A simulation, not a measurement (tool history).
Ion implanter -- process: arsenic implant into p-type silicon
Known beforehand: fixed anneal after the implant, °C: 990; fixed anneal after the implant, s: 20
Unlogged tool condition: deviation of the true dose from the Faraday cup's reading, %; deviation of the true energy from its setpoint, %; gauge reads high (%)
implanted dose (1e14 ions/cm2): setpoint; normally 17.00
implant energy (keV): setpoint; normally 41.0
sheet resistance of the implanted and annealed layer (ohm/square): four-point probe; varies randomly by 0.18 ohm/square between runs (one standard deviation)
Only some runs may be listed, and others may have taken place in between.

run,hour,implanted dose (1e14 ions/cm2),implant energy (keV),wafers since the last listed run,hours since the last dose calibration,hours since the extraction supply was calibrated,hours since the gauge calibration,"read-back reference wafer on the same gauge, sheet resistance",sheet resistance of the implanted and annealed layer (ohm/square)
1,0.0,21.04,33.0,0,466.9,1857.0,1244.8,76.22,89.26
2,78.0,21.04,33.0,1465,544.9,1935.0,1322.8,76.34,89.83
3,123.2,17.00,32.5,848,590.1,1980.2,1368.0,76.27,94.25
4,168.1,17.00,32.5,843,635.0,2025.1,1412.9,76.32,94.65
5,252.1,17.00,41.0,1577,719.0,2109.1,1496.9,76.32,85.90
6,335.1,17.00,41.0,1558,802.0,2192.1,1579.9,76.22,86.20
7,442.7,17.00,41.0,2021,909.6,2299.7,1687.5,76.30,85.73
8,524.2,17.00,41.0,1530,991.1,2381.2,1769.0,76.25,86.24
9,576.4,17.00,41.0,980,1043.3,2433.4,1821.2,76.30,85.97
10,617.9,13.76,51.5,779,1084.8,2474.9,1862.7,76.33,86.83
11,661.7,13.76,51.5,822,1128.6,2518.7,1906.5,76.33,86.94
# hour 682.4: gauge calibrated
12,698.0,13.76,51.5,681,1164.9,2555.0,15.6,76.29,86.68
13,803.6,17.00,48.0,1983,1270.5,2660.6,121.2,76.28,80.94
# hour 812.9: extraction supply calibrated
14,1097.8,17.00,48.0,5375,1564.7,284.9,415.4,76.32,79.82
# hour 1119.2: Faraday cup replaced and dose calibrated
15,1186.5,17.00,48.0,1515,67.3,373.6,504.1,76.30,81.03
16,1223.0,13.97,53.0,685,103.8,410.1,540.6,76.29,85.85
17,1294.1,12.99,27.0,1335,174.9,481.2,611.7,76.29,109.21
18,1379.3,21.62,52.0,1600,260.1,566.4,696.9,76.33,72.67
19,1424.1,14.97,29.5,841,304.9,611.2,741.7,76.26,100.78
20,1475.7,18.41,37.0,969,356.5,662.8,793.3,76.22,86.81
21,1526.8,15.31,33.0,959,407.6,713.9,844.4,76.30,96.46
22,1626.5,17.00,41.0,1872,507.3,813.6,944.1,76.33,85.56
23,1725.6,15.38,29.0,1861,606.4,912.7,1043.2,76.32,101.38
24,1820.2,14.75,31.5,1776,701.0,1007.3,1137.8,76.33,99.03
25,1870.1,17.00,37.0,937,750.9,1057.2,1187.7,76.28,89.30
26,1924.1,17.00,41.0,1014,804.9,1111.2,1241.7,76.30,85.34
27,2027.1,15.43,48.0,1934,907.9,1214.2,1344.7,76.33,84.14
28,2102.4,21.04,33.0,1414,983.2,1289.5,1420.0,76.31,89.47
29,2199.4,21.46,41.0,1821,1080.2,1386.5,1517.0,76.27,80.65
30,2257.5,21.77,41.0,1091,1138.3,1444.6,1575.1,76.35,80.26

The tool's hidden state at each run:
gauge reads high (%): 0 at every run
H1: deviation of the true dose from the Faraday cup's reading, %
H2: deviation of the true energy from its setpoint, %
run,H1,H2
1,0.622,-4.13
2,0.711,-4.18
3,0.768,-4.21
4,0.83,-4.24
5,0.958,-4.28
6,1.1,-4.33
7,1.31,-4.38
8,1.48,-4.41
9,1.6,-4.43
10,1.7,-4.45
11,1.81,-4.46
12,1.9,-4.48
13,2.19,-4.51
14,3.13,-1.1
15,-0.191,-1.36
16,-0.184,-1.46
17,-0.161,-1.65
18,-0.12,-1.86
19,-0.0912,-1.96
20,-0.0529,-2.08
21,-0.009,-2.18
22,0.0935,-2.38
23,0.217,-2.55
24,0.356,-2.71
25,0.438,-2.78
26,0.532,-2.86
27,0.73,-2.99
28,0.89,-3.08
29,1.12,-3.19
30,1.26,-3.25

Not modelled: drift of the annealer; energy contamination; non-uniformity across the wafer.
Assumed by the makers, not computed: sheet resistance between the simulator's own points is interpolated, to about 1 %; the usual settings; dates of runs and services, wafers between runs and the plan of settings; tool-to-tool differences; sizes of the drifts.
